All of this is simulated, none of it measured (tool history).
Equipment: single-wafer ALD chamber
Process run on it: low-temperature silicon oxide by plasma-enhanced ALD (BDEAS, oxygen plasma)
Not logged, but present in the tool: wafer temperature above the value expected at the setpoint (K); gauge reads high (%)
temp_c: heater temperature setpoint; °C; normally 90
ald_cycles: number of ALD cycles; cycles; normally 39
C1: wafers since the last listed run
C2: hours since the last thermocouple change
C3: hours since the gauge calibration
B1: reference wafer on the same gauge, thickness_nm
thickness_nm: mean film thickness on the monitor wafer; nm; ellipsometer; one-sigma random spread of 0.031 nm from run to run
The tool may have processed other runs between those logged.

Run 1, hour 0.0: usual settings but ald_cycles 44 cycles; C1 0; C2 1571.6; C3 1626.3; B1 5.833. Result: thickness_nm 6.841 nm.
Run 2, hour 89.7: usual settings but temp_c 87 °C; C1 842; C2 1661.3; C3 1716.0; B1 5.837. Result: thickness_nm 6.029 nm.
At hour 99.5: gauge calibrated.
Run 3, hour 196.1: usual settings but temp_c 87 °C; C1 998; C2 1767.7; C3 96.6; B1 5.835. Result: thickness_nm 6.104 nm.
Run 4, hour 296.4: usual settings but temp_c 93 °C; C1 941; C2 1868.0; C3 196.9; B1 5.839. Result: thickness_nm 5.964 nm.
Run 5, hour 391.3: usual settings but temp_c 93 °C; C1 890; C2 1962.9; C3 291.8; B1 5.841. Result: thickness_nm 5.968 nm.
Run 6, hour 437.0: usual settings but temp_c 93 °C; C1 428; C2 2008.6; C3 337.5; B1 5.833. Result: thickness_nm 6.024 nm.
Run 7, hour 644.8: usual settings; C1 1950; C2 2216.4; C3 545.3; B1 5.842. Result: thickness_nm 5.977 nm.
Run 8, hour 725.0: usual settings but temp_c 101 °C; C1 752; C2 2296.6; C3 625.5; B1 5.844. Result: thickness_nm 5.748 nm.
Run 9, hour 831.0: usual settings but temp_c 101 °C; C1 995; C2 2402.6; C3 731.5; B1 5.841. Result: thickness_nm 5.763 nm.
Run 10, hour 932.5: usual settings but temp_c 101 °C; C1 952; C2 2504.1; C3 833.0; B1 5.841. Result: thickness_nm 5.794 nm.
Run 11, hour 1035.7: usual settings; C1 968; C2 2607.3; C3 936.2; B1 5.842. Result: thickness_nm 5.967 nm.
Run 12, hour 1124.4: usual settings; C1 832; C2 2696.0; C3 1024.9; B1 5.846. Result: thickness_nm 5.956 nm.
Run 13, hour 1230.1: usual settings; C1 992; C2 2801.7; C3 1130.6; B1 5.836. Result: thickness_nm 5.964 nm.
Run 14, hour 1288.2: usual settings but temp_c 80 °C, ald_cycles 34 cycles; C1 545; C2 2859.8; C3 1188.7; B1 5.842. Result: thickness_nm 5.430 nm.
Run 15, hour 1371.7: usual settings but temp_c 80 °C, ald_cycles 34 cycles; C1 783; C2 2943.3; C3 1272.2; B1 5.842. Result: thickness_nm 5.382 nm.
Run 16, hour 1442.2: usual settings but temp_c 78 °C, ald_cycles 33 cycles; C1 661; C2 3013.8; C3 1342.7; B1 5.840. Result: thickness_nm 5.254 nm.
At hour 1488.9: thermocouple changed; heater temperature recalibrated.
Run 17, hour 1501.7: usual settings but temp_c 81 °C, ald_cycles 46 cycles; C1 483; C2 12.8; C3 1402.2; B1 5.835. Result: thickness_nm 7.254 nm.
Run 18, hour 1545.8: usual settings but temp_c 105 °C, ald_cycles 45 cycles; C1 413; C2 56.9; C3 1446.3; B1 5.838. Result: thickness_nm 6.626 nm.
At hour 1561.3: gauge calibrated.
Run 19, hour 1588.4: usual settings; C1 399; C2 99.5; C3 27.1; B1 5.840. Result: thickness_nm 6.038 nm.
Run 20, hour 1647.5: usual settings but temp_c 96 °C, ald_cycles 35 cycles; C1 554; C2 158.6; C3 86.2; B1 5.841. Result: thickness_nm 5.337 nm.
Run 21, hour 1736.3: usual settings but temp_c 94 °C, ald_cycles 42 cycles; C1 833; C2 247.4; C3 175.0; B1 5.838. Result: thickness_nm 6.368 nm.
Run 22, hour 1784.9: usual settings but temp_c 81 °C, ald_cycles 42 cycles; C1 456; C2 296.0; C3 223.6; B1 5.844. Result: thickness_nm 6.635 nm.
Run 23, hour 1879.4: usual settings but temp_c 105 °C, ald_cycles 45 cycles; C1 887; C2 390.5; C3 318.1; B1 5.840. Result: thickness_nm 6.689 nm.
Run 24, hour 1946.1: usual settings; C1 626; C2 457.2; C3 384.8; B1 5.838. Result: thickness_nm 5.990 nm.
Run 25, hour 2011.9: usual settings but temp_c 76 °C, ald_cycles 34 cycles; C1 617; C2 523.0; C3 450.6; B1 5.840. Result: thickness_nm 5.503 nm.
Run 26, hour 2103.4: usual settings but temp_c 102 °C, ald_cycles 42 cycles; C1 858; C2 614.5; C3 542.1; B1 5.837. Result: thickness_nm 6.237 nm.
Run 27, hour 2159.4: usual settings; C1 525; C2 670.5; C3 598.1; B1 5.842. Result: thickness_nm 6.008 nm.
Run 28, hour 2211.7: usual settings but ald_cycles 46 cycles; C1 490; C2 722.8; C3 650.4; B1 5.839. Result: thickness_nm 7.064 nm.
Run 29, hour 2281.9: usual settings; C1 658; C2 793.0; C3 720.6; B1 5.845. Result: thickness_nm 5.991 nm.
Run 30, hour 2459.0: usual settings but temp_c 96 °C; C1 1662; C2 970.1; C3 897.7; B1 5.843. Result: thickness_nm 5.875 nm.
Run 31, hour 2529.2: usual settings but temp_c 87 °C; C1 658; C2 1040.3; C3 967.9; B1 5.843. Result: thickness_nm 6.121 nm.

Exercise: give the hidden state of the tool at every run:
wafer temperature above the value expected at the setpoint (K): 0 at every run
gauge reads high (%): 0 at every run

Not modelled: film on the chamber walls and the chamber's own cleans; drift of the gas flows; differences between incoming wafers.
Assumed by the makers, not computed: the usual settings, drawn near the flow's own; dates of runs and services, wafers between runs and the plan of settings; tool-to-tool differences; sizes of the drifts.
